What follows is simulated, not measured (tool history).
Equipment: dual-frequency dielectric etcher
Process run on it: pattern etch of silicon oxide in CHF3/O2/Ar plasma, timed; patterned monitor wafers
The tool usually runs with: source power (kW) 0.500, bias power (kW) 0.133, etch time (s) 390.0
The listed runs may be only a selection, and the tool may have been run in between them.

run,hour,source power (kW),bias power (kW),etch time (s),"read-back reference wafer on the same gauge, depth_nm",mean etch depth across the wafer (nm)
1,0.0,0.500,0.133,390.0,677.5,566.2
2,57.2,0.500,0.107,390.0,677.7,515.7
3,90.2,0.500,0.107,390.0,677.6,515.0
4,152.1,0.500,0.107,390.0,679.2,511.5
5,211.6,0.500,0.133,390.0,678.9,566.3
# hour 270.0: wet clean of the chamber
6,270.5,0.500,0.133,390.0,677.8,559.3
7,316.6,0.500,0.133,390.0,678.8,560.2
# hour 343.4: bias power generator calibrated
8,417.1,0.500,0.133,390.0,678.3,571.0
9,470.3,0.500,0.133,390.0,677.9,575.3
10,502.4,0.500,0.133,390.0,679.5,572.0
# hour 591.4: upper electrode replaced
11,591.9,0.530,0.133,316.5,680.4,475.1
12,619.4,0.420,0.133,390.0,679.2,531.4
13,672.0,0.420,0.133,390.0,679.8,528.0
14,714.3,0.500,0.145,467.0,681.0,706.5
15,780.8,0.500,0.133,496.0,680.7,722.2
# hour 823.8: wet clean of the chamber
16,826.4,0.500,0.133,390.0,679.5,566.9
# hour 878.4: source power generator calibrated
# hour 906.8: gauge calibrated
17,1022.4,0.500,0.133,390.0,679.2,566.4
18,1092.5,0.500,0.133,390.0,679.4,566.3
19,1137.2,0.550,0.147,390.0,679.5,616.6
20,1198.1,0.500,0.133,390.0,680.0,569.4
21,1232.1,0.500,0.144,390.0,680.2,589.5
22,1261.7,0.390,0.133,390.0,679.1,501.4
23,1295.6,0.470,0.133,390.0,679.3,552.8
24,1334.3,0.550,0.150,390.0,678.0,621.5
25,1378.1,0.580,0.109,452.0,678.8,641.2
# hour 1458.4: wet clean of the chamber
26,1458.9,0.560,0.114,290.5,679.7,414.4
27,1473.4,0.590,0.133,390.0,678.7,611.9
28,1545.3,0.500,0.133,465.5,679.8,672.2
29,1585.9,0.600,0.133,278.0,679.2,439.8
30,1612.9,0.500,0.114,390.0,679.6,531.3
31,1658.6,0.500,0.108,458.0,679.6,601.0

Branching from run 31: 3 alternative next runs. What would each branch give?
A,1659.1,0.500,0.133,349.0,?,?
B,1659.1,0.570,0.145,483.5,?,?
C,1659.1,0.500,0.133,301.5,?,?

run,"read-back reference wafer on the same gauge, depth_nm",mean etch depth across the wafer (nm)
A,679.0,508.0
B,679.0,773.3
C,679.0,438.8
Stripped of hidden state, with their random variation kept, the same runs would have yielded:
run,mean etch depth across the wafer (nm)
A,517.1
B,787.4
C,446.8
